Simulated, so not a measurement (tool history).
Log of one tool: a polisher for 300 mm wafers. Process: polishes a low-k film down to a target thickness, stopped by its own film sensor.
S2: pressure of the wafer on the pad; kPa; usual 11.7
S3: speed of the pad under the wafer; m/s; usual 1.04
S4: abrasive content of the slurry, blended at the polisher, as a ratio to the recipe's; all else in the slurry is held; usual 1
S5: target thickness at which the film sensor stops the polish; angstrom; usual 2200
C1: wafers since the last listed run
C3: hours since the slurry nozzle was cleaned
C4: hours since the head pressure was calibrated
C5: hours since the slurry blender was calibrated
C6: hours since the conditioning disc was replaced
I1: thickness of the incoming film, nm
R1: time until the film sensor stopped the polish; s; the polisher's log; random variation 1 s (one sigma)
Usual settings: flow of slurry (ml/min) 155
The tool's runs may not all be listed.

run 1 hour=0 | flow_of_slurry_(ml/min)=155 S2=11.7 S3=1.04 S4=1 S5=2200 | C1=0 wafers_polished_on_this_pad=1795 C3=371.7 C4=1230 C5=348.9 C6=347 | I1=261.5 | R1=93.6
run 2 hour=50.2 | flow_of_slurry_(ml/min)=155 S2=11.7 S3=1.04 S4=1 S5=2200 | C1=574 wafers_polished_on_this_pad=2369 C3=421.9 C4=1280.2 C5=399.1 C6=397.2 | I1=255.8 | R1=80.7
-- hour=70.4 slurry nozzle cleaned
run 3 hour=117.6 | flow_of_slurry_(ml/min)=155 S2=11.7 S3=1.04 S4=1 S5=2200 | C1=759 wafers_polished_on_this_pad=3129 C3=47.2 C4=1347.6 C5=466.5 C6=464.6 | I1=261.7 | R1=92.4
-- hour=153.6 slurry blender recalibrated
run 4 hour=156 | flow_of_slurry_(ml/min)=155 S2=11.7 S3=1.04 S4=1 S5=2250 | C1=416 wafers_polished_on_this_pad=3546 C3=85.6 C4=1386 C5=2.4 C6=503 | I1=257.7 | R1=73.6
-- hour=169.6 head pressure recalibrated
-- hour=217.8 conditioning disc replaced and pad reconditioned
run 5 hour=222.5 | flow_of_slurry_(ml/min)=155 S2=11.7 S3=1.04 S4=1 S5=2200 | C1=715 wafers_polished_on_this_pad=4261 C3=152.1 C4=52.9 C5=68.9 C6=4.7 | I1=262.1 | R1=102.4
-- hour=254.1 worn pad replaced by a new one
run 6 hour=317 | flow_of_slurry_(ml/min)=155 S2=11 S3=1.04 S4=1 S5=2200 | C1=1035 wafers_polished_on_this_pad=720 C3=246.6 C4=147.4 C5=163.4 C6=99.2 | I1=257 | R1=96.8
run 7 hour=373 | flow_of_slurry_(ml/min)=155 S2=11 S3=1.04 S4=1 S5=2200 | C1=640 wafers_polished_on_this_pad=1360 C3=302.6 C4=203.4 C5=219.4 C6=155.2 | I1=257.4 | R1=95.8
run 8 hour=432.6 | flow_of_slurry_(ml/min)=115 S2=11.7 S3=1.04 S4=1 S5=2200 | C1=681 wafers_polished_on_this_pad=2042 C3=362.2 C4=263 C5=279 C6=214.8 | I1=258.2 | R1=99.3
-- hour=435.2 slurry nozzle cleaned
run 9 hour=487.9 | flow_of_slurry_(ml/min)=155 S2=11.7 S3=0.8 S4=0.95 S5=2200 | C1=621 wafers_polished_on_this_pad=2664 C3=52.7 C4=318.3 C5=334.3 C6=270.1 | I1=258.8 | R1=120.5
run 10 hour=543.7 | flow_of_slurry_(ml/min)=155 S2=11.7 S3=0.8 S4=0.95 S5=2200 | C1=638 wafers_polished_on_this_pad=3302 C3=108.5 C4=374.1 C5=390.1 C6=325.9 | I1=262.6 | R1=130.7
run 11 hour=586.9 | flow_of_slurry_(ml/min)=155 S2=11.7 S3=1.04 S4=1 S5=2230 | C1=494 wafers_polished_on_this_pad=3797 C3=151.7 C4=417.3 C5=433.3 C6=369.1 | I1=260.3 | R1=89.4
-- hour=609.4 worn pad replaced by a new one
-- hour=621.2 slurry blender recalibrated
run 12 hour=678 | flow_of_slurry_(ml/min)=115 S2=11.7 S3=1.04 S4=0.85 S5=2200 | C1=973 wafers_polished_on_this_pad=761 C3=242.8 C4=508.4 C5=56.8 C6=460.2 | I1=259.1 | R1=113
-- hour=777.9 conditioning disc replaced and pad reconditioned
run 13 hour=779.2 | flow_of_slurry_(ml/min)=195 S2=11.7 S3=1.04 S4=0.8 S5=2200 | C1=1135 wafers_polished_on_this_pad=1897 C3=344 C4=609.6 C5=158 C6=1.3 | I1=258.4 | R1=106.9
-- hour=851.6 slurry nozzle cleaned
-- hour=1006.3 worn pad replaced by a new one
run 14 hour=1038.2 | flow_of_slurry_(ml/min)=155 S2=11.7 S3=1.04 S4=1 S5=2250 | C1=2906 wafers_polished_on_this_pad=364 C3=186.6 C4=868.6 C5=417 C6=260.3 | I1=260.8 | R1=83.8
-- hour=1041.4 slurry blender recalibrated
run 15 hour=1118.1 | flow_of_slurry_(ml/min)=155 S2=9 S3=0.82 S4=1 S5=2200 | C1=891 wafers_polished_on_this_pad=1255 C3=266.5 C4=948.5 C5=76.7 C6=340.2 | I1=259.2 | R1=139.4
run 16 hour=1175.6 | flow_of_slurry_(ml/min)=155 S2=11.7 S3=0.8 S4=0.75 S5=2200 | C1=657 wafers_polished_on_this_pad=1913 C3=324 C4=1006 C5=134.2 C6=397.7 | I1=260.4 | R1=150
-- hour=1199.6 slurry nozzle cleaned
run 17 hour=1230.6 | flow_of_slurry_(ml/min)=155 S2=15.2 S3=1.18 S4=0.7 S5=2250 | C1=617 wafers_polished_on_this_pad=2531 C3=31 C4=1061 C5=189.2 C6=452.7 | I1=258.7 | R1=80.2
run 18 hour=1283.9 | flow_of_slurry_(ml/min)=185 S2=14.5 S3=1.04 S4=1 S5=2090 | C1=609 wafers_polished_on_this_pad=3141 C3=84.3 C4=1114.3 C5=242.5 C6=506 | I1=255.1 | R1=81.2
-- hour=1311.3 head pressure recalibrated
-- hour=1348.5 conditioning disc replaced and pad reconditioned
run 19 hour=1360.7 | flow_of_slurry_(ml/min)=155 S2=14.5 S3=1.22 S4=1 S5=2200 | C1=833 wafers_polished_on_this_pad=3974 C3=161.1 C4=49.4 C5=319.3 C6=12.2 | I1=256 | R1=62.4
-- hour=1400.6 worn pad replaced by a new one
run 20 hour=1401.1 | flow_of_slurry_(ml/min)=155 S2=11.7 S3=1.04 S4=1 S5=2200 | C1=416 wafers_polished_on_this_pad=6 C3=201.5 C4=89.8 C5=359.7 C6=52.6 | I1=261.7 | R1=101.3
run 21 hour=1440.8 | flow_of_slurry_(ml/min)=115 S2=15.9 S3=1.04 S4=1.1 S5=2320 | C1=454 wafers_polished_on_this_pad=460 C3=241.2 C4=129.5 C5=399.4 C6=92.3 | I1=262.3 | R1=54.9
-- hour=1524.4 slurry blender recalibrated
run 22 hour=1533.9 | flow_of_slurry_(ml/min)=155 S2=11.7 S3=0.82 S4=0.75 S5=2200 | C1=1042 wafers_polished_on_this_pad=1502 C3=334.3 C4=222.6 C5=9.5 C6=185.4 | I1=258.8 | R1=151.8
run 23 hour=1614.8 | flow_of_slurry_(ml/min)=100 S2=9.7 S3=0.94 S4=1 S5=2150 | C1=925 wafers_polished_on_this_pad=2428 C3=415.2 C4=303.5 C5=90.4 C6=266.3 | I1=263.4 | R1=172.2
-- hour=1641.8 slurry nozzle cleaned
run 24 hour=1686.8 | flow_of_slurry_(ml/min)=155 S2=11.7 S3=1.04 S4=0.85 S5=2200 | C1=812 wafers_polished_on_this_pad=3240 C3=45 C4=375.5 C5=162.4 C6=338.3 | I1=259.4 | R1=110.1
run 25 hour=1754.2 | flow_of_slurry_(ml/min)=115 S2=15.9 S3=1.04 S4=1.1 S5=2320 | C1=771 wafers_polished_on_this_pad=4012 C3=112.4 C4=442.9 C5=229.8 C6=405.7 | I1=259.1 | R1=48.5
-- hour=1830 worn pad replaced by a new one
run 26 hour=1861.1 | flow_of_slurry_(ml/min)=155 S2=9 S3=1.28 S4=1 S5=2200 | C1=1177 wafers_polished_on_this_pad=356 C3=219.3 C4=549.8 C5=336.7 C6=512.6 | I1=264.9 | R1=117.1

Forecast each of these 3 alternatives for the next run:
run A hour=1861.5 | flow_of_slurry_(ml/min)=155 S2=11.7 S3=1.04 S4=1 S5=2200 | C1=4 wafers_polished_on_this_pad=360 C3=219.7 C4=550.2 C5=337.1 C6=513 | I1=261.1 | R1=?
run B hour=1861.5 | flow_of_slurry_(ml/min)=155 S2=11.7 S3=0.94 S4=1 S5=2200 | C1=4 wafers_polished_on_this_pad=360 C3=219.7 C4=550.2 C5=337.1 C6=513 | I1=261.1 | R1=?
run C hour=1861.5 | flow_of_slurry_(ml/min)=105 S2=13.1 S3=1.04 S4=0.7 S5=2250 | C1=4 wafers_polished_on_this_pad=360 C3=219.7 C4=550.2 C5=337.1 C6=513 | I1=261.1 | R1=?

run=A R1=97.2
run=B R1=105.4
run=C R1=123.1
Without the tool's hidden state the same runs would have given:
run=A R1=101.5
run=B R1=110.1
run=C R1=128.6

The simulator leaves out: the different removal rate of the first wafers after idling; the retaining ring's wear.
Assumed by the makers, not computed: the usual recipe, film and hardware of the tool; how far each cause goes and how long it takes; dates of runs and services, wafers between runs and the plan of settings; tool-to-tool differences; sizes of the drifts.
